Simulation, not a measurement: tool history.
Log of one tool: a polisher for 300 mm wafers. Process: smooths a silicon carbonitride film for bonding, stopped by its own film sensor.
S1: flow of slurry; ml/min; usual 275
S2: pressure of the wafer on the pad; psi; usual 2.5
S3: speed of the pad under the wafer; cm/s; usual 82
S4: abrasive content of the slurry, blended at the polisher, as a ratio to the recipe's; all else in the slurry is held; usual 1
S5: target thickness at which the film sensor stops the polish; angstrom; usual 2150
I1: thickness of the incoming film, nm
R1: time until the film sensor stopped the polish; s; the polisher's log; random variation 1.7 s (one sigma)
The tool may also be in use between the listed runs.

Run 1, hour 0: usual settings but S2 2 psi; I1 238.7. Result: R1 92.9 s.
At hour 9.3: head pressure recalibrated.
Run 2, hour 19.7: usual settings; I1 239.6. Result: R1 90.6 s.
At hour 81.1: worn pad replaced by a new one.
Run 3, hour 119.4: usual settings; I1 239.9. Result: R1 87.2 s.
At hour 144.7: slurry nozzle cleaned.
Run 4, hour 145.2: usual settings but S1 305 ml/min; I1 244.6. Result: R1 100.3 s.
Run 5, hour 167.6: usual settings but S1 305 ml/min; I1 243. Result: R1 95.7 s.
Run 6, hour 189.2: usual settings but S4 0.8; I1 240.2. Result: R1 92.3 s.
Run 7, hour 222.5: usual settings but S4 0.8; I1 240.2. Result: R1 90.6 s.
At hour 242.2: slurry blender recalibrated.
Run 8, hour 249.9: usual settings but S4 0.8; I1 239.1. Result: R1 85.6 s.
Run 9, hour 264.7: usual settings but S1 320 ml/min; I1 239.9. Result: R1 82 s.
At hour 280.5: worn pad replaced by a new one.
Run 10, hour 288.6: usual settings but S1 320 ml/min; I1 238. Result: R1 73.5 s.
At hour 303.3: head pressure recalibrated.
Run 11, hour 321.7: usual settings but S1 320 ml/min; I1 240.4. Result: R1 91.3 s.
Run 12, hour 352.3: usual settings but S5 2090 angstrom; I1 240.1. Result: R1 109.9 s.
Run 13, hour 364.9: usual settings but S2 3.2 psi; I1 240.8. Result: R1 70.7 s.
Run 14, hour 383.8: usual settings but S1 195 ml/min; I1 237.6. Result: R1 83 s.
Run 15, hour 409: usual settings but S1 250 ml/min, S2 2.1 psi; I1 239.9. Result: R1 103.1 s.
Run 16, hour 495: usual settings but S1 225 ml/min, S4 0.85; I1 239.8. Result: R1 88.7 s.
At hour 501.1: worn pad replaced by a new one.
Run 17, hour 527.3: usual settings; I1 239.8. Result: R1 81 s.
At hour 564: slurry nozzle cleaned.
Run 18, hour 564.5: usual settings but S1 235 ml/min, S2 3.4 psi, S4 1.2, S5 2230 angstrom; I1 241.2. Result: R1 42.1 s.
At hour 578.2: slurry blender recalibrated.
Run 19, hour 590.9: usual settings but S1 240 ml/min; I1 241.1. Result: R1 85.4 s.
Run 20, hour 603.7: usual settings but S1 210 ml/min, S2 1.9 psi, S5 2220 angstrom; I1 240.9. Result: R1 82.2 s.
Run 21, hour 643: usual settings; I1 235.2. Result: R1 64.2 s.
Run 22, hour 674.6: usual settings but S2 2 psi, S4 1.1; I1 243.7. Result: R1 113.6 s.
At hour 696.2: head pressure recalibrated.
At hour 700.3: worn pad replaced by a new one.
Run 23, hour 700.8: usual settings but S4 1.25; I1 242.5. Result: R1 93 s.
Run 24, hour 724.7: usual settings; I1 239.2. Result: R1 82.5 s.
Run 25, hour 753.6: usual settings but S3 92 cm/s, S4 0.85; I1 239.1. Result: R1 82.5 s.
Run 26, hour 770.2: usual settings but S2 3 psi, S3 54 cm/s; I1 242. Result: R1 111.7 s.
Run 27, hour 788.9: usual settings but S2 2.9 psi; I1 239.5. Result: R1 73.4 s.
Run 28, hour 819.1: usual settings but S1 320 ml/min; I1 236.8. Result: R1 76.4 s.
Run 29, hour 845.3: usual settings but S5 2070 angstrom; I1 238. Result: R1 104.3 s.
Run 30, hour 863: usual settings but S1 360 ml/min, S2 2.1 psi; I1 241.5. Result: R1 100.4 s.
At hour 891: worn pad replaced by a new one.
Run 31, hour 891.5: usual settings but S1 305 ml/min, S2 2.2 psi, S4 1.25, S5 2210 angstrom; I1 241.2. Result: R1 70.8 s.

3 ways to go on from here, each from the tool as it stands after run 31. What would each give?
Run A, hour 891.9: usual settings; I1 238.1. Result: R1 ?.
Run B, hour 891.9: usual settings but S3 68 cm/s, S5 2120 angstrom; I1 238.1. Result: R1 ?.
Run C, hour 891.9: usual settings but S2 2 psi, S3 72 cm/s, S5 2170 angstrom; I1 238.1. Result: R1 ?.

run     R1
  A   78.3
  B  102.4
  C     99
Without the tool's hidden state the same runs would have given:
run     R1
  A   83.2
  B  108.9
  C  105.2
